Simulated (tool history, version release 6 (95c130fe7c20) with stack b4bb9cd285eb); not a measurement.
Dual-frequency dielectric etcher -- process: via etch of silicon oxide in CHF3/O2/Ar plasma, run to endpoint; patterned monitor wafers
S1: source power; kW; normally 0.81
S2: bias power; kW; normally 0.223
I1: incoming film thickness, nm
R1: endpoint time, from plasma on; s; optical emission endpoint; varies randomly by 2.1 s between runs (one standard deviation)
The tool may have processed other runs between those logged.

{"run": 1, "hour": 0.0, "S1": 0.81, "S2": 0.191, "I1": 661.7, "R1": 273.7}
{"run": 2, "hour": 46.0, "S1": 0.81, "S2": 0.223, "I1": 667.6, "R1": 258.1}
{"run": 3, "hour": 110.7, "S1": 0.81, "S2": 0.223, "I1": 667.6, "R1": 260.9}
{"run": 4, "hour": 142.3, "S1": 0.81, "S2": 0.223, "I1": 668.5, "R1": 262.6}
{"hour": 207.1, "done": "wet clean of the chamber"}
{"run": 5, "hour": 237.3, "S1": 0.93, "S2": 0.223, "I1": 662.3, "R1": 231.7}
{"run": 6, "hour": 299.8, "S1": 0.93, "S2": 0.223, "I1": 668, "R1": 233.8}
{"run": 7, "hour": 363.9, "S1": 0.74, "S2": 0.223, "I1": 662.3, "R1": 260.5}
{"run": 8, "hour": 393.2, "S1": 0.74, "S2": 0.223, "I1": 676.9, "R1": 272.2}
{"run": 9, "hour": 428.3, "S1": 0.81, "S2": 0.223, "I1": 677, "R1": 259.5}
{"run": 10, "hour": 494.6, "S1": 0.81, "S2": 0.223, "I1": 663.5, "R1": 250.6}
{"run": 11, "hour": 549.5, "S1": 0.81, "S2": 0.223, "I1": 673.3, "R1": 259}
{"run": 12, "hour": 602.9, "S1": 0.81, "S2": 0.223, "I1": 664.3, "R1": 259.7}
{"run": 13, "hour": 673.9, "S1": 0.81, "S2": 0.223, "I1": 672.4, "R1": 258.8}
{"hour": 739.6, "done": "wet clean of the chamber"}
{"run": 14, "hour": 740.1, "S1": 0.81, "S2": 0.223, "I1": 664, "R1": 243.1}
{"run": 15, "hour": 758.4, "S1": 0.81, "S2": 0.223, "I1": 669.6, "R1": 248.3}
{"run": 16, "hour": 814.4, "S1": 0.81, "S2": 0.223, "I1": 671.4, "R1": 251.3}
{"run": 17, "hour": 849.1, "S1": 0.94, "S2": 0.209, "I1": 664.1, "R1": 238.6}
{"run": 18, "hour": 902.2, "S1": 0.81, "S2": 0.223, "I1": 668.1, "R1": 250.4}
{"hour": 988.4, "done": "upper electrode replaced"}
{"run": 19, "hour": 988.9, "S1": 0.81, "S2": 0.183, "I1": 667.8, "R1": 276.8}
{"run": 20, "hour": 1024.7, "S1": 1, "S2": 0.206, "I1": 665.8, "R1": 237.9}
{"run": 21, "hour": 1086.7, "S1": 0.86, "S2": 0.237, "I1": 674.7, "R1": 246.2}
{"hour": 1217.1, "done": "source power generator calibrated"}
{"hour": 1225.4, "done": "wet clean of the chamber"}
{"run": 22, "hour": 1259.6, "S1": 0.9, "S2": 0.263, "I1": 666.9, "R1": 219.4}
{"run": 23, "hour": 1293.2, "S1": 0.73, "S2": 0.266, "I1": 667.3, "R1": 244.6}
{"run": 24, "hour": 1351.4, "S1": 0.93, "S2": 0.223, "I1": 673.3, "R1": 235}
{"run": 25, "hour": 1381.2, "S1": 0.9, "S2": 0.223, "I1": 668.4, "R1": 243.2}
{"run": 26, "hour": 1414.6, "S1": 1, "S2": 0.172, "I1": 666.8, "R1": 253.4}
{"run": 27, "hour": 1484.4, "S1": 0.81, "S2": 0.223, "I1": 668.3, "R1": 254.2}
{"run": 28, "hour": 1538.7, "S1": 0.89, "S2": 0.248, "I1": 667.8, "R1": 230.9}
{"hour": 1554.3, "done": "bias power generator calibrated"}
{"run": 29, "hour": 1568.3, "S1": 1, "S2": 0.181, "I1": 666.5, "R1": 249.9}
{"run": 30, "hour": 1612.9, "S1": 0.63, "S2": 0.198, "I1": 662.9, "R1": 299.9}
{"run": 31, "hour": 1639.3, "S1": 0.81, "S2": 0.223, "I1": 669.8, "R1": 259.2}

Run 32 comes next. What will it give?
{"run": 32, "hour": 1688.5, "S1": 0.74, "S2": 0.173, "I1": 670.3, "R1": "?"}

Run 32 measured R1 298 s.
The same run, on a tool lacking any hidden state, would have yielded R1 288.8 s.

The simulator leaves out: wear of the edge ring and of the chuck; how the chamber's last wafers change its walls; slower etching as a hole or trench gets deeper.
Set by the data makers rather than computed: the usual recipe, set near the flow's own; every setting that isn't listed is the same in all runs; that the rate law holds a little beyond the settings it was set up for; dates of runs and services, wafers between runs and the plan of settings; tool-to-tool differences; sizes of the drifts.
